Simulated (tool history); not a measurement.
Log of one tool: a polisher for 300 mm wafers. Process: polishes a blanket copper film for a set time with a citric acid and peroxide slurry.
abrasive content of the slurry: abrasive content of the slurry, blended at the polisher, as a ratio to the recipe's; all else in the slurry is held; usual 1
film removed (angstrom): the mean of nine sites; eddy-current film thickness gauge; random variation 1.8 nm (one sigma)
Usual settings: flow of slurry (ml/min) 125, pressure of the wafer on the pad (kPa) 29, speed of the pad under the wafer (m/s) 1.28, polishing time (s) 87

| run | hour | flow of slurry (ml/min) | pressure of the wafer on the pad (kPa) | speed of the pad under the wafer (m/s) | abrasive content of the slurry | polishing time (s) | wafers since the last listed run | wafers polished on this pad | hours since the slurry nozzle was cleaned | hours since the head pressure was calibrated | hours since the slurry blender was calibrated | incoming thickness of the incoming film, nm | film removed (angstrom) |
|---|---|---|---|---|---|---|---|---|---|---|---|---|---|
| 1 | 0 | 125 | 29 | 1.28 | 1 | 87 | 0 | 329 | 317.8 | 690.9 | 93.6 | 1061.4 | 2878 |
| 2 | 33.8 | 125 | 29 | 1.28 | 1 | 87 | 492 | 821 | 351.6 | 724.7 | 127.4 | 1054.1 | 2911 |
| 3 | 95.5 | 125 | 29 | 1.28 | 1 | 87 | 898 | 1720 | 413.3 | 786.4 | 189.1 | 1059.6 | 2869 |
|  | 124.5 | head pressure recalibrated |
| 4 | 147.4 | 125 | 29 | 1.28 | 1 | 87 | 726 | 2446 | 465.2 | 22.9 | 241 | 1048 | 2849 |
| 5 | 169.9 | 125 | 29 | 1.28 | 1 | 87 | 327 | 2774 | 487.7 | 45.4 | 263.5 | 1052.5 | 2824 |
|  | 189.1 | worn pad replaced by a new one |
| 6 | 212 | 125 | 29 | 1.28 | 1 | 87 | 554 | 333 | 529.8 | 87.5 | 305.6 | 1079.2 | 2823 |
| 7 | 234.5 | 125 | 29 | 1.28 | 1 | 87 | 327 | 660 | 552.3 | 110 | 328.1 | 1059.1 | 2818 |
| 8 | 249.4 | 125 | 29 | 1.28 | 1 | 87 | 216 | 877 | 567.2 | 124.9 | 343 | 1059.4 | 2825 |
| 9 | 261.6 | 125 | 29 | 1.28 | 1 | 87 | 177 | 1055 | 579.4 | 137.1 | 355.2 | 1070.4 | 2815 |
| 10 | 292.8 | 125 | 29 | 1.28 | 1 | 87 | 454 | 1509 | 610.6 | 168.3 | 386.4 | 1076.5 | 2796 |
| 11 | 315.8 | 90 | 29 | 0.9 | 1 | 87 | 334 | 1844 | 633.6 | 191.3 | 409.4 | 1061 | 2063 |
|  | 334.7 | slurry blender recalibrated |
| 12 | 348.6 | 125 | 29 | 1.28 | 1 | 87 | 448 | 2292 | 666.4 | 224.1 | 13.9 | 1050.3 | 2807 |
| 13 | 369 | 125 | 24.8 | 1.28 | 1 | 68 | 297 | 2589 | 686.8 | 244.5 | 34.3 | 1058 | 1940 |
| 14 | 387.7 | 135 | 21.4 | 1.46 | 1 | 64 | 272 | 2862 | 705.5 | 263.2 | 53 | 1045.1 | 1817 |
|  | 394.2 | worn pad replaced by a new one |
| 15 | 411.1 | 125 | 29 | 1.66 | 1 | 78 | 282 | 246 | 728.9 | 286.6 | 76.4 | 1050.4 | 2973 |
|  | 412.1 | slurry nozzle cleaned |
| 16 | 435.3 | 125 | 29 | 0.88 | 1 | 60 | 337 | 584 | 23.2 | 310.8 | 100.6 | 1042.7 | 1589 |
| 17 | 451.7 | 125 | 29 | 1.28 | 1 | 87 | 238 | 823 | 39.6 | 327.2 | 117 | 1051.1 | 2929 |
| 18 | 476.4 | 100 | 29 | 1.16 | 1.1 | 63 | 359 | 1182 | 64.3 | 351.9 | 141.7 | 1063.1 | 1919 |
| 19 | 504.1 | 125 | 29 | 1.28 | 1 | 87 | 403 | 1586 | 92 | 379.6 | 169.4 | 1063 | 2955 |
| 20 | 517.3 | 125 | 29 | 1.28 | 1.25 | 87 | 192 | 1778 | 105.2 | 392.8 | 182.6 | 1051.2 | 3033 |
| 21 | 536.1 | 125 | 32.4 | 1.28 | 1 | 87 | 273 | 2051 | 124 | 411.6 | 201.4 | 1047.7 | 3165 |
| 22 | 549.4 | 125 | 29 | 1.28 | 1 | 117 | 193 | 2245 | 137.3 | 424.9 | 214.7 | 1054.8 | 3909 |
| 23 | 566.2 | 110 | 38.6 | 1.28 | 1 | 76 | 244 | 2490 | 154.1 | 441.7 | 231.5 | 1058.8 | 3091 |
|  | 578.9 | worn pad replaced by a new one |
| 24 | 588.7 | 105 | 29 | 1.28 | 1.3 | 98 | 269 | 142 | 176.6 | 464.2 | 254 | 1080.9 | 3374 |
| 25 | 616.4 | 125 | 29 | 1.28 | 1 | 87 | 403 | 546 | 204.3 | 491.9 | 281.7 | 1037.4 | 2891 |
| 26 | 634.2 | 125 | 29 | 1.28 | 1 | 87 | 259 | 805 | 222.1 | 509.7 | 299.5 | 1055.5 | 2890 |
| 27 | 660.2 | 125 | 29 | 1.28 | 0.7 | 87 | 378 | 1183 | 248.1 | 535.7 | 325.5 | 1054.9 | 2696 |
| 28 | 673.6 | 125 | 29 | 1.28 | 1 | 87 | 195 | 1379 | 261.5 | 549.1 | 338.9 | 1062.3 | 2908 |
| 29 | 694.7 | 90 | 29 | 1.64 | 1 | 87 | 307 | 1686 | 282.6 | 570.2 | 360 | 1048.7 | 3218 |
|  | 697.6 | slurry blender recalibrated |
| 30 | 728.4 | 125 | 29 | 1.68 | 1 | 87 | 461 | 2147 | 316.3 | 603.9 | 30.8 | 1080.7 | 3525 |

4 ways to go on from here, each from the tool as it stands after run 30. What would each give?
| A | 728.8 | 125 | 29 | 1.28 | 0.85 | 87 | 5 | 2153 | 316.7 | 604.3 | 31.2 | 1064.7 | ? |
| B | 728.8 | 125 | 29 | 1.62 | 1 | 68 | 5 | 2153 | 316.7 | 604.3 | 31.2 | 1064.7 | ? |
| C | 728.8 | 125 | 29 | 1.06 | 1 | 68 | 5 | 2153 | 316.7 | 604.3 | 31.2 | 1064.7 | ? |
| D | 728.8 | 160 | 35.9 | 1.68 | 1 | 108 | 5 | 2153 | 316.7 | 604.3 | 31.2 | 1064.7 | ? |

| run | film removed (angstrom) |
|---|---|
| A | 2763 |
| B | 2639 |
| C | 1976 |
| D | 5255 |
Without the tool's hidden state the same runs would have given:
| run | film removed (angstrom) |
|---|---|
| A | 2786 |
| B | 2660 |
| C | 1992 |
| D | 5290 |

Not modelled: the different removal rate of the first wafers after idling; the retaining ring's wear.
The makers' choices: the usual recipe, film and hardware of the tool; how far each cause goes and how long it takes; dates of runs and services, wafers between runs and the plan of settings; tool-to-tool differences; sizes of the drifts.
